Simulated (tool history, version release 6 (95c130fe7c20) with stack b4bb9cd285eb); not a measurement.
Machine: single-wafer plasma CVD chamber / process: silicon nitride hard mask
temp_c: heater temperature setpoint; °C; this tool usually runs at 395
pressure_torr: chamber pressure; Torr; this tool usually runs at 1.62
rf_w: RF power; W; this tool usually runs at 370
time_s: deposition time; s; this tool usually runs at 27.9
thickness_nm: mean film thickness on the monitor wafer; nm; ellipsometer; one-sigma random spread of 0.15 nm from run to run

run	hour	temp_c	pressure_torr	rf_w	time_s	wafers since the last listed run	hours since the last thermocouple change	hours since the last RF generator calibration	hours since the last manometer calibration	hours since the showerhead was replaced	hours since the gauge calibration	read-back reference wafer on the same gauge, thickness_nm	thickness_nm
1	0	395	1.62	370	26.1	0	799.8	984.5	1099.2	4247	334.4	30.603	32.059
2	26.3	395	1.62	370	26.1	586	826.1	1010.8	1125.5	4273.3	360.7	30.59	31.869
3	51.6	386	1.62	370	30.6	564	851.4	1036.1	1150.8	4298.6	386	30.605	37.605
4	86.2	395	1.62	395	27.9	771	886	1070.7	1185.4	4333.2	420.6	30.559	36.177
5	106.3	395	1.62	395	27.9	448	906.1	1090.8	1205.5	4353.3	440.7	30.626	35.836
6	119	395	1.62	395	27.9	283	918.8	1103.5	1218.2	4366	453.4	30.547	35.887
7	140.8	395	1.94	420	27.9	486	940.6	1125.3	1240	4387.8	475.2	30.593	39.489
8	189.5	395	1.94	420	27.9	1086	989.3	1174	1288.7	4436.5	523.9	30.586	39.04
9	224.5	395	1.94	420	27.9	780	1024.3	1209	1323.7	4471.5	558.9	30.583	39.375
# hour 262.8: capacitance manometer re-zeroed and calibrated
10	263.3	388	1.62	370	27.9	686	1063.1	1247.8	0.5	4510.3	597.7	30.65	33.785
# hour 286.1: showerhead replaced
11	286.6	381	1.46	415	32	341	1086.4	1271.1	23.8	0.5	621	30.633	41.801
# hour 296: RF generator calibrated
12	318.6	395	1.62	370	27.9	535	1118.4	22.6	55.8	32.5	653	30.59	36.089
# hour 394.7: gauge calibrated
13	424	395	1.62	370	27.9	2350	1223.8	128	161.2	137.9	29.3	30.593	35.814
14	455.8	395	1.28	370	27.9	709	1255.6	159.8	193	169.7	61.1	30.604	33.755
15	489.9	395	1.37	370	27.9	760	1289.7	193.9	227.1	203.8	95.2	30.614	34.169
16	513	380	1.62	370	27.9	515	1312.8	217	250.2	226.9	118.3	30.597	35.75
# hour 530.1: thermocouple changed; heater temperature recalibrated
17	532.7	395	1.62	370	27.9	260	2.6	236.7	269.9	246.6	138	30.591	35.498
18	548.3	388	1.39	320	27.9	347	18.2	252.3	285.5	262.2	153.6	30.582	30.098
19	572	401	1.62	400	29.6	528	41.9	276	309.2	285.9	177.3	30.611	39.631
20	584.9	395	1.52	370	29.3	287	54.8	288.9	322.1	298.8	190.2	30.602	36.712

Run 21, settings as shown, results not yet in. Your forecast:
21	606.1	395	1.62	370	27.9	472	76	310.1	343.3	320	211.4	?	?

Run 21 yielded read-back reference wafer on the same gauge, thickness_nm 30.613, thickness_nm 35.261 nm.
Minus the tool's unlogged condition, the same run would have read thickness_nm 35.729 nm.
